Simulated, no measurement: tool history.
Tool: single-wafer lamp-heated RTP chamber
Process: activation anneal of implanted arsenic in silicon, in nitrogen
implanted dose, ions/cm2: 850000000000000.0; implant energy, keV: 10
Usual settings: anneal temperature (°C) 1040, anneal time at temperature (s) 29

run   hour  anneal temperature (°C)  anneal time at temperature (s)  read-back reference wafer on the same gauge, sheet resistance  sheet resistance of the implanted and annealed layer (ohm/square)
  1      0                     1020                              29                                                         167.08                                                             166.99
  2   28.9                     1040                              29                                                         166.85                                                             157.68
  3   50.4                     1040                              29                                                         167.14                                                              158.9
  4   65.3                     1032                              16                                                          166.9                                                             173.53
  5   89.9                     1032                              16                                                         166.98                                                              172.6
  6  106.6                     1040                              42                                                         166.58                                                             152.22
  7  132.9                     1040                              42                                                         166.82                                                             152.96
  8  161.5                     1040                              42                                                         166.91                                                             150.47
  9  175.4                     1040                              29                                                         166.96                                                             157.99
 10  196.9                     1040                              29                                                         166.85                                                             157.38
 11  217.3                     1040                              29                                                         167.32                                                             155.64
 12  239.4                     1040                              29                                                         167.05                                                             156.41
 13  266.9                     1040                              29                                                         167.19                                                             157.36
 14  290.7                     1040                              29                                                         167.27                                                             156.19
 15  318.3                     1040                              34                                                         167.54                                                             153.33
 16  353.2                     1040                              34                                                         167.19                                                             152.96
     384.5  -- pyrometer window cleaned and pyrometer calibrated
 17    385                     1023                              39                                                         166.91                                                             160.09
 18  405.1                     1023                              41                                                         166.71                                                             159.07
     414.3  -- gauge calibrated
 19  421.7                     1040                              29                                                         167.08                                                             161.65
 20  449.4                     1040                              34                                                         167.07                                                             156.45
     466.7  -- reflector plate cleaned
 21  479.4                     1031                              29                                                         166.74                                                             164.83
 22  541.5                     1012                              29                                                          167.1                                                             170.12
 23  555.1                     1040                              29                                                         166.94                                                             159.51
 24  580.2                     1040                              29                                                         167.22                                                             158.67
 25  607.7                     1027                              45                                                         166.89                                                             157.12
 26  621.6                     1040                              15                                                         166.81                                                             171.05
 27  650.4                     1056                              24                                                          167.3                                                             154.55
 28  677.3                     1028                              29                                                          167.1                                                             160.89
 29  706.4                     1069                              12                                                         166.86                                                             161.44
 30  721.8                     1023                              20                                                         167.03                                                             173.17
 31    740                     1029                              45                                                         166.89                                                             151.96
 32    759                     1040                              29                                                         166.84                                                             155.72
 33  837.2                     1062                              14                                                         166.76                                                             159.87
 34  866.3                     1040                              29                                                         166.81                                                             155.37
 35  889.9                     1018                              35                                                         166.93                                                             160.57
     907.3  -- pyrometer window cleaned and pyrometer calibrated
 36  907.8                     1040                              29                                                         166.76                                                             159.45
 37  960.8                     1040                              41                                                         167.38                                                             153.06
 38  989.2                     1057                              29                                                         166.92                                                             153.41

Forecast each of these 3 alternatives for the next run:
  A  989.6                     1040                              29                                                              ?                                                                  ?
  B  989.6                     1040                              20                                                              ?                                                                  ?
  C  989.6                     1022                              29                                                              ?                                                                  ?

run  read-back reference wafer on the same gauge, sheet resistance  sheet resistance of the implanted and annealed layer (ohm/square)
  A                                                         166.62                                                             157.91
  B                                                         166.62                                                              164.7
  C                                                         166.62                                                             165.58
Without the tool's hidden state the same runs would have given:
run  sheet resistance of the implanted and annealed layer (ohm/square)
  A                                                             158.81
  B                                                             165.81
  C                                                              166.8
